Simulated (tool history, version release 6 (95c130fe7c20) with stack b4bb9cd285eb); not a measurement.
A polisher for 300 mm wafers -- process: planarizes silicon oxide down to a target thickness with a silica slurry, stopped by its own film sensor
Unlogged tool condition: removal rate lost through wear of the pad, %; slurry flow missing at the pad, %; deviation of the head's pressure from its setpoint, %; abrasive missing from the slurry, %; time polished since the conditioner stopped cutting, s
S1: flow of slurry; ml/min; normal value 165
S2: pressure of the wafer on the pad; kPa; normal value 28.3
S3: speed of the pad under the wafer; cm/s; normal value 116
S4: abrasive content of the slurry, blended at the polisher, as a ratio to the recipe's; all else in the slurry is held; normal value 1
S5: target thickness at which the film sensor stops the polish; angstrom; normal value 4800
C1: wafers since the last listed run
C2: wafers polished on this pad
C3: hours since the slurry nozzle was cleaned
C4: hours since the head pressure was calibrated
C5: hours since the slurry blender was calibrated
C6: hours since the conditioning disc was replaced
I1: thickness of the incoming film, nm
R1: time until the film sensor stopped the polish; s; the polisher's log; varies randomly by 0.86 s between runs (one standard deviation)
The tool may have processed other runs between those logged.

| run | day | S1 | S2 | S3 | S4 | S5 | C1 | C2 | C3 | C4 | C5 | C6 | I1 | R1 |
|---|---|---|---|---|---|---|---|---|---|---|---|---|---|---|
| 1 | 0 | 165 | 28.3 | 116 | 1 | 4800 | 0 | 528 | 309.5 | 629.7 | 105.2 | 31.4 | 702.1 | 74.9 |
|  | 0.412 | slurry nozzle cleaned |
|  | 0.8 | head pressure recalibrated |
| 2 | 0.821 | 165 | 28.3 | 116 | 1 | 4800 | 180 | 709 | 9.8 | 0.5 | 124.9 | 51.1 | 718.9 | 80.5 |
| 3 | 1.471 | 165 | 28.3 | 116 | 1 | 4800 | 168 | 877 | 25.4 | 16.1 | 140.5 | 66.7 | 719.5 | 79.1 |
| 4 | 2 | 165 | 28.3 | 116 | 1 | 4800 | 137 | 1014 | 38.1 | 28.8 | 153.2 | 79.4 | 699.8 | 73.6 |
|  | 2.279 | worn pad replaced by a new one |
|  | 2.604 | slurry blender recalibrated |
| 5 | 2.721 | 165 | 28.3 | 116 | 1 | 4800 | 122 | 92 | 55.4 | 46.1 | 2.8 | 96.7 | 718.8 | 80.8 |
| 6 | 3.225 | 165 | 28.3 | 152 | 1 | 4800 | 130 | 223 | 67.5 | 58.2 | 14.9 | 108.8 | 702.8 | 59.7 |
| 7 | 3.775 | 165 | 28.3 | 116 | 1 | 4800 | 142 | 366 | 80.7 | 71.4 | 28.1 | 122 | 696.4 | 72.8 |
| 8 | 4.029 | 135 | 22.8 | 116 | 1.2 | 4800 | 65 | 431 | 86.8 | 77.5 | 34.2 | 128.1 | 705.6 | 90.4 |
| 9 | 4.608 | 180 | 28.3 | 116 | 1.2 | 4800 | 150 | 581 | 100.7 | 91.4 | 48.1 | 142 | 712.9 | 73.1 |
| 10 | 5.167 | 115 | 28.3 | 126 | 1.1 | 4050 | 144 | 726 | 114.1 | 104.8 | 61.5 | 155.4 | 718.6 | 99.9 |
| 11 | 5.508 | 165 | 28.3 | 138 | 1 | 4800 | 88 | 815 | 122.3 | 113 | 69.7 | 163.6 | 715.6 | 69.4 |
| 12 | 6.229 | 185 | 18.6 | 116 | 1 | 5590 | 186 | 1002 | 139.6 | 130.3 | 87 | 180.9 | 701.9 | 72.9 |
| 13 | 6.821 | 205 | 28.3 | 98 | 1 | 4150 | 153 | 1155 | 153.8 | 144.5 | 101.2 | 195.1 | 711.3 | 111.1 |
|  | 6.992 | worn pad replaced by a new one |
| 14 | 7.558 | 165 | 28.3 | 116 | 0.9 | 5410 | 147 | 146 | 171.5 | 162.2 | 118.9 | 212.8 | 714.6 | 60.1 |
|  | 8.279 | slurry blender recalibrated |
| 15 | 9.288 | 165 | 28.3 | 116 | 1 | 4800 | 426 | 573 | 213 | 203.7 | 24.2 | 254.3 | 699.7 | 74.1 |
| 16 | 9.833 | 135 | 28.3 | 116 | 1 | 5390 | 141 | 714 | 226.1 | 216.8 | 37.3 | 267.4 | 709.4 | 58 |
| 17 | 10.129 | 210 | 28.3 | 90 | 1 | 5520 | 76 | 791 | 233.2 | 223.9 | 44.4 | 274.5 | 699.7 | 59.9 |
| 18 | 10.433 | 225 | 28.3 | 116 | 1 | 4800 | 78 | 870 | 240.5 | 231.2 | 51.7 | 281.8 | 703 | 72.5 |
| 19 | 10.929 | 165 | 33.8 | 116 | 0.85 | 4800 | 128 | 998 | 252.4 | 243.1 | 63.6 | 293.7 | 721.8 | 70.8 |
|  | 11.4 | worn pad replaced by a new one |
| 20 | 11.479 | 165 | 28.3 | 116 | 0.7 | 4800 | 99 | 20 | 265.6 | 256.3 | 76.8 | 306.9 | 705.4 | 85.5 |
| 21 | 11.792 | 165 | 28.3 | 116 | 1 | 4800 | 80 | 101 | 273.1 | 263.8 | 84.3 | 314.4 | 702.2 | 73.9 |
| 22 | 12.412 | 165 | 28.3 | 116 | 1 | 4800 | 160 | 262 | 288 | 278.7 | 99.2 | 329.3 | 712.1 | 77.9 |
| 23 | 12.808 | 165 | 28.3 | 100 | 1 | 4800 | 102 | 365 | 297.5 | 288.2 | 108.7 | 338.8 | 718.4 | 89.5 |

Predict the results of run 24:
| 24 | 13.267 | 165 | 33.8 | 116 | 0.85 | 4800 | 118 | 483 | 308.5 | 299.2 | 119.7 | 349.8 | 708.6 | ? |

R1: 68.4 s
The same run, on a tool lacking any hidden state, would have yielded R1 68.4 s.
